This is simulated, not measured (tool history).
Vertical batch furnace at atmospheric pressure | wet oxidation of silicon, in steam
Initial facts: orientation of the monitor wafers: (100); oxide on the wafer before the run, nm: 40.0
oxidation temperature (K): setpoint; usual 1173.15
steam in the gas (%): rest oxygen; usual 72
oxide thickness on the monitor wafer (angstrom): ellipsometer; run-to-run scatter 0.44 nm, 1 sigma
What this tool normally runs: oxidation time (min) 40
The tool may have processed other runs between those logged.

run	hour	oxidation temperature (K)	oxidation time (min)	steam in the gas (%)	read-back reference wafer on the same gauge, thickness	oxide thickness on the monitor wafer (angstrom)
1	0	1173.15	40	72	133.61	1118.1
2	32.7	1173.15	40	72	133.5	1128.3
3	61.7	1173.15	40	72	133.67	1126.6
4	81.2	1173.15	40	72	133.55	1124.6
5	110	1173.15	49	72	133.8	1283.4
6	145.1	1161.15	40	72	133.88	1001.9
# hour 161.7: gauge calibrated
7	172.1	1161.15	40	72	132	994.5
8	205.6	1161.15	40	72	132.46	989
9	229	1173.15	34.5	72	132.41	1015.7
10	260.1	1173.15	34.5	72	132.49	1020.1
11	292.6	1173.15	40	81	132.66	1200.8
12	323.1	1173.15	40	72	132.82	1117
13	337.7	1185.15	48	82	132.68	1538.9
# hour 379: steam generator serviced
14	379.5	1173.15	40	72	132.89	1119.2
# hour 405.9: thermocouples replaced and temperature profile calibrated
15	406.4	1153.15	47	78	133.23	1066.3
16	418.4	1173.15	58	76	132.99	1478.1
17	452.4	1151.15	21	76	133.4	679.5

Expected results for the next run?
18	465.3	1150.15	55	72	?	?

Run 18 measured read-back reference wafer on the same gauge, thickness 133.27, oxide thickness on the monitor wafer (angstrom) 1085.3.
On a tool with no hidden condition, and with the same random variation, this run would have come out at oxide thickness on the monitor wafer (angstrom) 1074.7.

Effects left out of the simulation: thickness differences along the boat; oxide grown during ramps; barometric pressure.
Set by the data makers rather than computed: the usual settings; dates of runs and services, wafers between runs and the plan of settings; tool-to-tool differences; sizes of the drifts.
